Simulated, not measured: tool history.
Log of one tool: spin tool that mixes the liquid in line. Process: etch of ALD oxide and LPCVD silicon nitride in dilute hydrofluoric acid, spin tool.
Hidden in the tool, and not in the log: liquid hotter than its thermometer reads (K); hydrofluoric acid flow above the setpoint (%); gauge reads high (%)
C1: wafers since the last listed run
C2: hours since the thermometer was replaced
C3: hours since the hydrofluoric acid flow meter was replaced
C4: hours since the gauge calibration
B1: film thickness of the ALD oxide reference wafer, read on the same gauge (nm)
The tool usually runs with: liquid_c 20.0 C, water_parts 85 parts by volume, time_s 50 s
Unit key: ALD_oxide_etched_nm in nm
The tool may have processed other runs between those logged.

Run 1, day 0.000: usual settings but water_parts 100 parts by volume; C1 0; C2 2482.3; C3 1113.7; C4 5.2; B1 40.03. Result: ALD_oxide_etched_nm 16.67 nm.
Run 2, day 0.283: usual settings but water_parts 100 parts by volume; C1 72; C2 2489.1; C3 1120.5; C4 12.0; B1 40.04. Result: ALD_oxide_etched_nm 16.76 nm.
Run 3, day 1.646: usual settings but water_parts 100 parts by volume; C1 350; C2 2521.8; C3 1153.2; C4 44.7; B1 40.00. Result: ALD_oxide_etched_nm 16.80 nm.
Run 4, day 1.912: usual settings; C1 68; C2 2528.2; C3 1159.6; C4 51.1; B1 40.01. Result: ALD_oxide_etched_nm 20.09 nm.
Run 5, day 2.358: usual settings; C1 114; C2 2538.9; C3 1170.3; C4 61.8; B1 39.96. Result: ALD_oxide_etched_nm 20.13 nm.
Run 6, day 2.975: usual settings; C1 158; C2 2553.7; C3 1185.1; C4 76.6; B1 40.05. Result: ALD_oxide_etched_nm 20.16 nm.
Run 7, day 3.358: usual settings; C1 98; C2 2562.9; C3 1194.3; C4 85.8; B1 40.01. Result: ALD_oxide_etched_nm 20.21 nm.
Run 8, day 3.783: usual settings but water_parts 110 parts by volume; C1 109; C2 2573.1; C3 1204.5; C4 96.0; B1 40.00. Result: ALD_oxide_etched_nm 15.22 nm.
At day 3.867: thermometer replaced.
Run 9, day 4.088: usual settings but water_parts 110 parts by volume; C1 67; C2 5.3; C3 1211.8; C4 103.3; B1 40.00. Result: ALD_oxide_etched_nm 13.98 nm.
Run 10, day 4.742: usual settings but liquid_c 22.0 C; C1 168; C2 21.0; C3 1227.5; C4 119.0; B1 39.99. Result: ALD_oxide_etched_nm 20.32 nm.
Run 11, day 5.308: usual settings; C1 145; C2 34.6; C3 1241.1; C4 132.6; B1 40.01. Result: ALD_oxide_etched_nm 18.66 nm.
Run 12, day 5.975: usual settings; C1 171; C2 50.6; C3 1257.1; C4 148.6; B1 39.99. Result: ALD_oxide_etched_nm 18.76 nm.
Run 13, day 6.492: usual settings but liquid_c 17.5 C, water_parts 105 parts by volume, time_s 70 s; C1 132; C2 63.0; C3 1269.5; C4 161.0; B1 39.99. Result: ALD_oxide_etched_nm 18.67 nm.
Run 14, day 7.162: usual settings but water_parts 50 parts by volume, time_s 65 s; C1 172; C2 79.1; C3 1285.6; C4 177.1; B1 39.97. Result: ALD_oxide_etched_nm 43.08 nm.
At day 7.462: hydrofluoric acid flow meter replaced.
Run 15, day 7.871: usual settings; C1 171; C2 96.1; C3 9.8; C4 194.1; B1 39.99. Result: ALD_oxide_etched_nm 16.62 nm.
Run 16, day 8.229: usual settings; C1 92; C2 104.7; C3 18.4; C4 202.7; B1 40.02. Result: ALD_oxide_etched_nm 16.58 nm.
At day 8.367: gauge calibrated.
Run 17, day 8.667: usual settings but water_parts 75 parts by volume, time_s 35 s; C1 112; C2 115.2; C3 28.9; C4 7.2; B1 40.02. Result: ALD_oxide_etched_nm 13.33 nm.
Run 18, day 9.258: usual settings but water_parts 55 parts by volume; C1 152; C2 129.4; C3 43.1; C4 21.4; B1 40.00. Result: ALD_oxide_etched_nm 26.58 nm.
Run 19, day 9.742: usual settings but liquid_c 24.5 C, water_parts 55 parts by volume, time_s 25 s; C1 124; C2 141.0; C3 54.7; C4 33.0; B1 40.03. Result: ALD_oxide_etched_nm 16.06 nm.
Run 20, day 10.175: usual settings but liquid_c 17.0 C, water_parts 120 parts by volume, time_s 75 s; C1 111; C2 151.4; C3 65.1; C4 43.4; B1 39.98. Result: ALD_oxide_etched_nm 15.04 nm.
Run 21, day 10.696: usual settings but liquid_c 21.5 C, water_parts 60 parts by volume, time_s 35 s; C1 133; C2 163.9; C3 77.6; C4 55.9; B1 40.01. Result: ALD_oxide_etched_nm 18.18 nm.
Run 22, day 11.112: usual settings but liquid_c 22.5 C, water_parts 95 parts by volume, time_s 65 s; C1 107; C2 173.9; C3 87.6; C4 65.9; B1 40.05. Result: ALD_oxide_etched_nm 21.29 nm.
Run 23, day 11.704: usual settings but time_s 25 s; C1 152; C2 188.1; C3 101.8; C4 80.1; B1 40.00. Result: ALD_oxide_etched_nm 8.40 nm.
Run 24, day 12.392: usual settings but liquid_c 23.0 C, time_s 80 s; C1 176; C2 204.6; C3 118.3; C4 96.6; B1 39.96. Result: ALD_oxide_etched_nm 30.35 nm.
Run 25, day 12.654: usual settings but liquid_c 24.5 C, time_s 30 s; C1 67; C2 210.9; C3 124.6; C4 102.9; B1 39.99. Result: ALD_oxide_etched_nm 12.12 nm.
Run 26, day 13.250: usual settings but water_parts 100 parts by volume, time_s 35 s; C1 153; C2 225.2; C3 138.9; C4 117.2; B1 39.97. Result: ALD_oxide_etched_nm 9.84 nm.

Some steps in ALD_oxide_etched_nm, run to run, broken into two amounts with sign: the step expected even without the hidden condition (settings, incoming material, random variation), and the rest, left for the hidden condition together with whatever gauge scatter is not in both the measured and the hidden-condition-free result:
Run 13 -> 14: liquid_c 17.5 -> 20.0, water_parts 105 -> 50, time_s 70 -> 65. ALD_oxide_etched_nm +24.41 nm: hidden state +2.93, all else +21.48.
Run 14 -> 15: water_parts 50 -> 85, time_s 65 -> 50, hydrofluoric acid flow meter replaced. ALD_oxide_etched_nm -26.46 nm: hidden state -5.13, all else -21.33.

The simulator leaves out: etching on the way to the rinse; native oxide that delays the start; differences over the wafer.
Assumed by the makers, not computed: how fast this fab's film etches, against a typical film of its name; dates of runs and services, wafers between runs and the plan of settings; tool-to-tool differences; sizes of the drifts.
